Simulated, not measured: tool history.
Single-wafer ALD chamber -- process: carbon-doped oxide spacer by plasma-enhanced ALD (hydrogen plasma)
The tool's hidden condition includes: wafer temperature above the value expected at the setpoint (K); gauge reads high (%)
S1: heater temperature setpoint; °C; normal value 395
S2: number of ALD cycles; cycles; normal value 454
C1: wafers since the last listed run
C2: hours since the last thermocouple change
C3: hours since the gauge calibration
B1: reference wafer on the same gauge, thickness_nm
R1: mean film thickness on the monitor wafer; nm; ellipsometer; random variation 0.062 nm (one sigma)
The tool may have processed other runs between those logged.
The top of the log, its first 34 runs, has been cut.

run    hour   S1   S2  C1      C2      C3      B1      R1
 35  2715.0  395  431  28   675.4  1379.1  23.865  23.348
 36  2768.3  382  395  37   728.7  1432.4  23.820  21.359
 37  2832.2  395  454  45   792.6  1496.3  23.852  24.643
 38  2896.6  395  380  45   857.0  1560.7  23.836  20.629
 39  2957.1  395  454  42   917.5  1621.2  23.826  24.448
 40  3005.1  395  454  33   965.5  1669.2  23.852  24.532
 41  3070.2  395  454  45  1030.6  1734.3  23.808  24.549
 42  3175.5  401  513  74  1135.9  1839.6  23.799  27.653
     3198.9  -- thermocouple changed; heater temperature recalibrated
 43  3241.8  408  534  41    42.9  1905.9  23.832  28.371
 44  3290.0  388  429  33    91.1  1954.1  23.795  23.090

5 options for the next run, each taken on its own from the tool as it stands now. Forecast them:
  A  3291.1  395  517   0  92.2  1955.2   ?   ?
  B  3291.1  407  427   0  92.2  1955.2   ?   ?
  C  3291.1  409  497   0  92.2  1955.2   ?   ?
  D  3291.1  387  367   0  92.2  1955.2   ?   ?
  E  3291.1  409  486   0  92.2  1955.2   ?   ?

run      B1      R1
  A  23.783  27.967
  B  23.783  22.714
  C  23.783  26.295
  D  23.783  19.853
  E  23.783  25.713
With the hidden condition removed and each run's random variation left untouched, the same runs would have given:
run      R1
  A  28.199
  B  22.902
  C  26.513
  D  20.018
  E  25.926
